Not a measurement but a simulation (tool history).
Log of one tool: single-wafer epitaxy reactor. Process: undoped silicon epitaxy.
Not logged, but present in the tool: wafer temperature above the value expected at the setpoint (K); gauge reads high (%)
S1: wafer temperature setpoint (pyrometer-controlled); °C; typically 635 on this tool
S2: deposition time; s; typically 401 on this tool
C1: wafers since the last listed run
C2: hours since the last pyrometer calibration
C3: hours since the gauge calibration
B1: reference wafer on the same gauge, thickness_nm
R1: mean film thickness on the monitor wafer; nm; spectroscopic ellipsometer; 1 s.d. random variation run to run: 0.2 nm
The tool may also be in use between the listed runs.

run 1 hour=0 | S1=635 S2=401 | C1=0 C2=1183.2 C3=13.8 | B1=46.287 | R1=47.874
-- hour=175.3 pyrometer calibrated
run 2 hour=186.2 | S1=635 S2=401 | C1=761 C2=10.9 C3=200 | B1=46.301 | R1=47.795
run 3 hour=246.7 | S1=635 S2=401 | C1=258 C2=71.4 C3=260.5 | B1=46.389 | R1=47.659
run 4 hour=271.1 | S1=641 S2=401 | C1=104 C2=95.8 C3=284.9 | B1=46.243 | R1=53.853
run 5 hour=335.5 | S1=641 S2=401 | C1=275 C2=160.2 C3=349.3 | B1=46.278 | R1=53.967
run 6 hour=381.6 | S1=641 S2=401 | C1=196 C2=206.3 C3=395.4 | B1=46.262 | R1=53.848
run 7 hour=531.3 | S1=635 S2=401 | C1=639 C2=356 C3=545.1 | B1=46.275 | R1=47.923
run 8 hour=565.9 | S1=635 S2=401 | C1=147 C2=390.6 C3=579.7 | B1=46.288 | R1=47.726
run 9 hour=611.5 | S1=635 S2=401 | C1=194 C2=436.2 C3=625.3 | B1=46.231 | R1=47.8
run 10 hour=647.4 | S1=635 S2=401 | C1=153 C2=472.1 C3=661.2 | B1=46.303 | R1=47.8
run 11 hour=699 | S1=635 S2=401 | C1=220 C2=523.7 C3=712.8 | B1=46.278 | R1=47.693
run 12 hour=770.5 | S1=635 S2=401 | C1=305 C2=595.2 C3=784.3 | B1=46.306 | R1=47.479
run 13 hour=834.2 | S1=635 S2=401 | C1=272 C2=658.9 C3=848 | B1=46.27 | R1=47.898
run 14 hour=895.4 | S1=635 S2=401 | C1=261 C2=720.1 C3=909.2 | B1=46.343 | R1=47.659
run 15 hour=944.9 | S1=635 S2=401 | C1=211 C2=769.6 C3=958.7 | B1=46.323 | R1=47.672
run 16 hour=988.4 | S1=647 S2=401 | C1=185 C2=813.1 C3=1002.2 | B1=46.295 | R1=60.749
run 17 hour=1044.9 | S1=647 S2=401 | C1=241 C2=869.6 C3=1058.7 | B1=46.262 | R1=60.858
run 18 hour=1072.9 | S1=635 S2=401 | C1=119 C2=897.6 C3=1086.7 | B1=46.36 | R1=47.38
run 19 hour=1114 | S1=635 S2=401 | C1=175 C2=938.7 C3=1127.8 | B1=46.326 | R1=47.626
run 20 hour=1149.7 | S1=635 S2=401 | C1=152 C2=974.4 C3=1163.5 | B1=46.257 | R1=47.561
run 21 hour=1202.3 | S1=635 S2=401 | C1=224 C2=1027 C3=1216.1 | B1=46.265 | R1=47.726
run 22 hour=1271.2 | S1=635 S2=401 | C1=294 C2=1095.9 C3=1285 | B1=46.27 | R1=47.454
run 23 hour=1327.1 | S1=648 S2=341 | C1=238 C2=1151.8 C3=1340.9 | B1=46.277 | R1=52.53
-- hour=1399.4 pyrometer calibrated
run 24 hour=1399.9 | S1=635 S2=401 | C1=276 C2=0.5 C3=1413.7 | B1=46.328 | R1=47.488
run 25 hour=1452.7 | S1=646 S2=401 | C1=225 C2=53.3 C3=1466.5 | B1=46.341 | R1=59.431
run 26 hour=1496.2 | S1=621 S2=340 | C1=185 C2=96.8 C3=1510 | B1=46.249 | R1=29.966
run 27 hour=1537.5 | S1=635 S2=401 | C1=176 C2=138.1 C3=1551.3 | B1=46.296 | R1=47.726
run 28 hour=1573.2 | S1=620 S2=401 | C1=152 C2=173.8 C3=1587 | B1=46.32 | R1=34.475
run 29 hour=1628.5 | S1=635 S2=327 | C1=236 C2=229.1 C3=1642.3 | B1=46.356 | R1=38.581
-- hour=1657.8 gauge calibrated
run 30 hour=1681.9 | S1=635 S2=469 | C1=228 C2=282.5 C3=24.1 | B1=46.28 | R1=55.828
run 31 hour=1747.3 | S1=650 S2=422 | C1=279 C2=347.9 C3=89.5 | B1=46.321 | R1=68.151
run 32 hour=1802.9 | S1=647 S2=447 | C1=237 C2=403.5 C3=145.1 | B1=46.291 | R1=67.86
run 33 hour=1835.8 | S1=635 S2=348 | C1=140 C2=436.4 C3=178 | B1=46.253 | R1=41.521
run 34 hour=1879.7 | S1=635 S2=377 | C1=187 C2=480.3 C3=221.9 | B1=46.296 | R1=44.907
run 35 hour=1931.3 | S1=648 S2=375 | C1=220 C2=531.9 C3=273.5 | B1=46.313 | R1=58.258
run 36 hour=2077.5 | S1=643 S2=324 | C1=624 C2=678.1 C3=419.7 | B1=46.347 | R1=45.185
run 37 hour=2112.9 | S1=622 S2=435 | C1=151 C2=713.5 C3=455.1 | B1=46.307 | R1=39.338
run 38 hour=2157.8 | S1=624 S2=339 | C1=191 C2=758.4 C3=500 | B1=46.285 | R1=31.978
run 39 hour=2183.6 | S1=635 S2=401 | C1=110 C2=784.2 C3=525.8 | B1=46.283 | R1=47.864
run 40 hour=2216.2 | S1=635 S2=401 | C1=139 C2=816.8 C3=558.4 | B1=46.277 | R1=47.71
run 41 hour=2266.5 | S1=629 S2=331 | C1=214 C2=867.1 C3=608.7 | B1=46.325 | R1=34.56
run 42 hour=2300.1 | S1=635 S2=401 | C1=143 C2=900.7 C3=642.3 | B1=46.26 | R1=47.784
run 43 hour=2363.6 | S1=635 S2=342 | C1=271 C2=964.2 C3=705.8 | B1=46.334 | R1=40.774
run 44 hour=2430 | S1=642 S2=401 | C1=283 C2=1030.6 C3=772.2 | B1=46.342 | R1=55.427

Entry by entry between the runs, the difference in hidden state between the last listed run before and the first listed run after:
Runs 1 to 2: pyrometer calibrated (hour 175.3)
  no difference in the tool's unlogged condition between these two runs
Runs 23 to 24: pyrometer calibrated (hour 1399.4)
  no difference in the tool's unlogged condition between these two runs
Runs 29 to 30: gauge calibrated (hour 1657.8)
  no difference in the tool's unlogged condition between these two runs
